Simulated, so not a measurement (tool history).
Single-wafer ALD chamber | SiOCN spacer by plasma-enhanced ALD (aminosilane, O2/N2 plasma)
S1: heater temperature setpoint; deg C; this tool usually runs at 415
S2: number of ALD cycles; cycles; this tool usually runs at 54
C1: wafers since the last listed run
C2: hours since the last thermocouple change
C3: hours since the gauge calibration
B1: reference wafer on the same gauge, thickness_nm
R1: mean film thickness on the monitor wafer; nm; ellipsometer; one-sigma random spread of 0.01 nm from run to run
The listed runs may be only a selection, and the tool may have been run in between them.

run 1 day=0 | S1=420 S2=51 | C1=0 C2=1414.8 C3=1374.1 | B1=3.072 | R1=2.744
run 2 day=2.233 | S1=415 S2=52 | C1=263 C2=1468.4 C3=1427.7 | B1=3.067 | R1=2.854
run 3 day=4.029 | S1=415 S2=54 | C1=211 C2=1511.5 C3=1470.8 | B1=3.068 | R1=2.937
-- day=5.617 gauge calibrated
run 4 day=7.533 | S1=415 S2=54 | C1=412 C2=1595.6 C3=46 | B1=3.069 | R1=2.947
run 5 day=10.671 | S1=423 S2=54 | C1=369 C2=1670.9 C3=121.3 | B1=3.071 | R1=2.875
run 6 day=13.058 | S1=415 S2=62 | C1=281 C2=1728.2 C3=178.6 | B1=3.072 | R1=3.381
run 7 day=15.446 | S1=415 S2=61 | C1=281 C2=1785.5 C3=235.9 | B1=3.07 | R1=3.339
run 8 day=19.733 | S1=415 S2=61 | C1=505 C2=1888.4 C3=338.8 | B1=3.071 | R1=3.335
run 9 day=22.879 | S1=415 S2=54 | C1=370 C2=1963.9 C3=414.3 | B1=3.076 | R1=2.942
-- day=25.45 thermocouple changed; heater temperature recalibrated
run 10 day=25.529 | S1=406 S2=54 | C1=273 C2=1.9 C3=477.9 | B1=3.073 | R1=3.003
run 11 day=28.8 | S1=406 S2=54 | C1=385 C2=80.4 C3=556.4 | B1=3.072 | R1=2.983
run 12 day=30.358 | S1=415 S2=54 | C1=183 C2=117.8 C3=593.8 | B1=3.071 | R1=2.894
run 13 day=33.675 | S1=415 S2=54 | C1=390 C2=197.4 C3=673.4 | B1=3.069 | R1=2.914
run 14 day=36.654 | S1=415 S2=54 | C1=351 C2=268.9 C3=744.9 | B1=3.072 | R1=2.927
run 15 day=44.288 | S1=415 S2=54 | C1=899 C2=452.1 C3=928.1 | B1=3.07 | R1=2.924
run 16 day=47.312 | S1=426 S2=49 | C1=356 C2=524.7 C3=1000.7 | B1=3.068 | R1=2.557
run 17 day=48.95 | S1=421 S2=45 | C1=192 C2=564 C3=1040 | B1=3.074 | R1=2.399
run 18 day=50.712 | S1=415 S2=54 | C1=207 C2=606.3 C3=1082.3 | B1=3.072 | R1=2.94
run 19 day=54.004 | S1=415 S2=64 | C1=387 C2=685.3 C3=1161.3 | B1=3.069 | R1=3.481
run 20 day=56.158 | S1=415 S2=54 | C1=253 C2=737 C3=1213 | B1=3.071 | R1=2.943
-- day=56.675 gauge calibrated
run 21 day=59.508 | S1=415 S2=54 | C1=394 C2=817.4 C3=68 | B1=3.067 | R1=2.95
run 22 day=63.321 | S1=415 S2=54 | C1=449 C2=908.9 C3=159.5 | B1=3.069 | R1=2.945
run 23 day=64.975 | S1=422 S2=59 | C1=194 C2=948.6 C3=199.2 | B1=3.071 | R1=3.148
run 24 day=66.975 | S1=419 S2=48 | C1=235 C2=996.6 C3=247.2 | B1=3.073 | R1=2.599
run 25 day=70.658 | S1=401 S2=51 | C1=434 C2=1085 C3=335.6 | B1=3.069 | R1=2.872
run 26 day=72.533 | S1=427 S2=54 | C1=220 C2=1130 C3=380.6 | B1=3.072 | R1=2.837
run 27 day=74.821 | S1=406 S2=50 | C1=269 C2=1184.9 C3=435.5 | B1=3.07 | R1=2.822
run 28 day=76.538 | S1=428 S2=54 | C1=202 C2=1226.1 C3=476.7 | B1=3.068 | R1=2.83

3 options for the next run, each taken on its own from the tool as it stands now. Forecast them:
run A day=76.558 | S1=429 S2=54 | C1=2 C2=1226.6 C3=477.2 | B1=? | R1=?
run B day=76.558 | S1=427 S2=61 | C1=2 C2=1226.6 C3=477.2 | B1=? | R1=?
run C day=76.558 | S1=415 S2=45 | C1=2 C2=1226.6 C3=477.2 | B1=? | R1=?

run=A B1=3.07 R1=2.81
run=B B1=3.07 R1=3.197
run=C B1=3.07 R1=2.457
What these runs would have given with no unlogged condition in the tool:
run=A R1=2.76
run=B R1=3.14
run=C R1=2.415
